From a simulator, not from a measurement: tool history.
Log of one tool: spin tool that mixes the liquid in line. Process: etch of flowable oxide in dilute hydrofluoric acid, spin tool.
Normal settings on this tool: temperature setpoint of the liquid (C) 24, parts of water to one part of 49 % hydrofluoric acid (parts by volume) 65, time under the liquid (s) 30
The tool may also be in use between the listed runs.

run	hour	temperature setpoint of the liquid (C)	parts of water to one part of 49 % hydrofluoric acid (parts by volume)	time under the liquid (s)	wafers since the last listed run	hours since the thermometer was replaced	hours since the hydrofluoric acid flow meter was replaced	hours since the gauge calibration	read-back film thickness of the flowable oxide reference wafer, read on the same gauge (nm)	thickness taken off the flowable oxide on a monitor wafer (nm)
1	0	24	40	30	0	1563.7	1340.6	104.8	109.98	28.9
2	12	24	85	30	201	1575.7	1352.6	116.8	109.99	12.7
3	19.6	24	65	30	127	1583.3	1360.2	124.4	110.02	17.13
4	29.2	21.5	65	30	161	1592.9	1369.8	134	110	15.45
5	44.6	25	65	30	258	1608.3	1385.2	149.4	109.99	17.85
6	58.9	25	65	30	240	1622.6	1399.5	163.7	109.99	17.82
7	72.1	24	65	30	221	1635.8	1412.7	176.9	110	17.15
8	81.1	24	65	30	151	1644.8	1421.7	185.9	109.99	17.25
9	95.2	24	65	30	237	1658.9	1435.8	200	109.99	17.2
# hour 102: thermometer replaced
10	111.6	22.5	65	30	258	9.6	1452.2	216.4	109.98	14.57
11	119.6	24	65	30	134	17.6	1460.2	224.4	110.01	15.55
12	126.2	21	50	15	110	24.2	1466.8	231	110.01	9.18
13	137.7	24	65	30	193	35.7	1478.3	242.5	110.01	15.56
# hour 150: hydrofluoric acid flow meter replaced
14	152.5	29	65	15	231	50.5	2.5	257.3	110	9.45
15	161.5	29	50	25	151	59.5	11.5	266.3	110	20.96
# hour 167.1: gauge calibrated
16	191.1	19.5	50	40	497	89.1	41.1	24	110	22.82
17	206.8	20.5	65	30	263	104.8	56.8	39.7	109.99	13.47
18	214.4	27.5	85	45	127	112.4	64.4	47.3	109.99	20.2
19	230.9	24	90	30	277	128.9	80.9	63.8	110	10.94
20	237.6	28	80	30	112	135.6	87.6	70.5	109.99	14.53
21	243.9	24	65	30	105	141.9	93.9	76.8	110	15.66
22	258.1	27	90	20	238	156.1	108.1	91	110	8.21

Below, some changes in thickness taken off the flowable oxide on a monitor wafer (nm) between adjacent runs. For each, the amount present without the hidden state too (settings, incoming material, random variation) and the amount remaining for the hidden state with gauge scatter not shared by both compared results:
Hidden state present: liquid hotter than its thermometer reads (K); hydrofluoric acid flow below the setpoint (%); gauge reads high (%).
Run 1 -> 2: parts of water to one part of 49 % hydrofluoric acid (parts by volume) 40 -> 85. thickness taken off the flowable oxide on a monitor wafer (nm) -16.2: hidden state -1.78, all else -14.42.
Run 9 -> 10: temperature setpoint of the liquid (C) 24 -> 22.5, thermometer replaced. thickness taken off the flowable oxide on a monitor wafer (nm) -2.63: hidden state -1.74, all else -0.89.
Run 14 -> 15: parts of water to one part of 49 % hydrofluoric acid (parts by volume) 65 -> 50, time under the liquid (s) 15 -> 25. thickness taken off the flowable oxide on a monitor wafer (nm) +11.51: hidden state +0.19, all else +11.32.
